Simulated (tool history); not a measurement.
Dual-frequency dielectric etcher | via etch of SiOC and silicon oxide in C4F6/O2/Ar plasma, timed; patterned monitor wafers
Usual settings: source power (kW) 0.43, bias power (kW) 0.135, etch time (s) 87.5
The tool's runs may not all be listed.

run     day  source power (kW)  bias power (kW)  etch time (s)  wafers since the last listed run  hours since the last wet clean  hours since the last source power generator calibration  hours since the last bias power generator calibration  hours since the last upper electrode change  hours since the gauge calibration  read-back reference wafer on the same gauge, depth_nm  mean etch depth across the wafer (angstrom)
  1       0               0.43            0.135           87.5                                 0                           496.8                                                   3140.4                                                   4189                                       1671.3                               43.1                                                  109.1                                          957
  2   0.625               0.43            0.135           87.5                               159                           511.8                                                   3155.4                                                   4204                                       1686.3                               58.1                                                  109.2                                          952
  3   1.229               0.49            0.135           87.5                               154                           526.3                                                   3169.9                                                 4218.5                                       1700.8                               72.6                                                  109.2                                          997
  4   1.817               0.49            0.135           87.5                               150                           540.4                                                     3184                                                 4232.6                                       1714.9                               86.7                                                  109.3                                          994
  5   2.367               0.43            0.135             73                               140                           553.6                                                   3197.2                                                 4245.8                                       1728.1                               99.9                                                  109.2                                          796
  6   3.012               0.43            0.135             73                               165                           569.1                                                   3212.7                                                 4261.3                                       1743.6                              115.4                                                  109.2                                          797
  7   3.617               0.43            0.135             73                               154                           583.6                                                   3227.2                                                 4275.8                                       1758.1                              129.9                                                  109.3                                          790
  8   3.954               0.43            0.123          101.5                                86                           591.7                                                   3235.3                                                 4283.9                                       1766.2                                138                                                  109.1                                         1066
      4.692  -- source power generator calibrated
  9   4.712               0.43            0.123          101.5                               151                           609.9                                                      0.5                                                 4302.1                                       1784.4                              156.2                                                  109.3                                         1071
      5.362  -- bias power generator calibrated
      5.738  -- wet clean of the chamber
 10   5.758               0.43            0.123          101.5                               129                             0.5                                                     25.6                                                    9.5                                       1809.5                              181.3                                                  109.4                                         1072
 11   5.771               0.35            0.135           87.5                                 3                             0.8                                                     25.9                                                    9.8                                       1809.8                              181.6                                                  109.1                                          892
 12   5.783               0.43            0.135           87.5                                 3                             1.1                                                     26.2                                                   10.1                                       1810.1                              181.9                                                  109.2                                          957
 13   6.383               0.43            0.135           87.5                               153                            15.5                                                     40.6                                                   24.5                                       1824.5                              196.3                                                  109.3                                          952
 14   6.996               0.43            0.135           87.5                               156                            30.2                                                     55.3                                                   39.2                                       1839.2                                211                                                  109.2                                          950
 15   7.467               0.43            0.135           87.5                               120                            41.5                                                     66.6                                                   50.5                                       1850.5                              222.3                                                  109.3                                          957
      8.667  -- upper electrode replaced
 16   8.688               0.49            0.115           67.5                                56                            70.8                                                     95.9                                                   79.8                                          0.5                              251.6                                                  109.2                                          727
 17     8.7               0.43            0.146             70                                 3                            71.1                                                     96.2                                                   80.1                                          0.8                              251.9                                                  109.2                                          787
 18   9.225               0.37            0.119            102                               134                            83.7                                                    108.8                                                   92.7                                         13.4                              264.5                                                  109.1                                         1006
 19   9.488               0.43            0.105          112.5                                67                              90                                                    115.1                                                     99                                         19.7                              270.8                                                  109.2                                         1116
 20   9.979               0.52             0.16           94.5                               125                           101.8                                                    126.9                                                  110.8                                         31.5                              282.6                                                  109.1                                         1166
 21   10.65               0.46            0.135           64.5                               171                           117.9                                                      143                                                  126.9                                         47.6                              298.7                                                  109.2                                          720
 22  10.912               0.35            0.123          101.5                                67                           124.2                                                    149.3                                                  133.2                                         53.9                                305                                                  109.1                                          998
     12.004  -- gauge calibrated
 23  12.371               0.37            0.146             62                               372                           159.2                                                    184.3                                                  168.2                                         88.9                                8.8                                                  109.3                                          664
 24  12.621               0.43            0.135           87.5                                63                           165.2                                                    190.3                                                  174.2                                         94.9                               14.8                                                  109.1                                          955
 25  13.012               0.43             0.12             67                               100                           174.6                                                    199.7                                                  183.6                                        104.3                               24.2                                                  109.1                                          701
 26  13.383               0.43            0.146            102                                94                           183.5                                                    208.6                                                  192.5                                        113.2                               33.1                                                  109.4                                         1146
 27  13.675               0.43            0.135           87.5                                74                           190.5                                                    215.6                                                  199.5                                        120.2                               40.1                                                  109.2                                          956
 28  13.971               0.43            0.135           87.5                                75                           197.6                                                    222.7                                                  206.6                                        127.3                               47.2                                                  109.2                                          954
 29  14.321               0.46            0.116          110.5                                89                             206                                                    231.1                                                    215                                        135.7                               55.6                                                  109.1                                         1164
 30  15.058               0.32             0.16          102.5                               188                           223.7                                                    248.8                                                  232.7                                        153.4                               73.3                                                  109.2                                         1077

4 ways to go on from here, each from the tool as it stands after run 30. What would each give?
  A  15.075               0.43            0.135           87.5                                 4                           224.1                                                    249.2                                                  233.1                                        153.8                               73.7                                                      ?                                            ?
  B  15.075                0.4            0.135           67.5                                 4                           224.1                                                    249.2                                                  233.1                                        153.8                               73.7                                                      ?                                            ?
  C  15.075               0.43            0.115          105.5                                 4                           224.1                                                    249.2                                                  233.1                                        153.8                               73.7                                                      ?                                            ?
  D  15.075               0.43            0.135           78.5                                 4                           224.1                                                    249.2                                                  233.1                                        153.8                               73.7                                                      ?                                            ?

run  read-back reference wafer on the same gauge, depth_nm  mean etch depth across the wafer (angstrom)
  A                                                  109.2                                          958
  B                                                  109.2                                          721
  C                                                  109.2                                         1087
  D                                                  109.2                                          860
Without the tool's hidden state the same runs would have given:
run  mean etch depth across the wafer (angstrom)
  A                                          958
  B                                          721
  C                                         1087
  D                                          860

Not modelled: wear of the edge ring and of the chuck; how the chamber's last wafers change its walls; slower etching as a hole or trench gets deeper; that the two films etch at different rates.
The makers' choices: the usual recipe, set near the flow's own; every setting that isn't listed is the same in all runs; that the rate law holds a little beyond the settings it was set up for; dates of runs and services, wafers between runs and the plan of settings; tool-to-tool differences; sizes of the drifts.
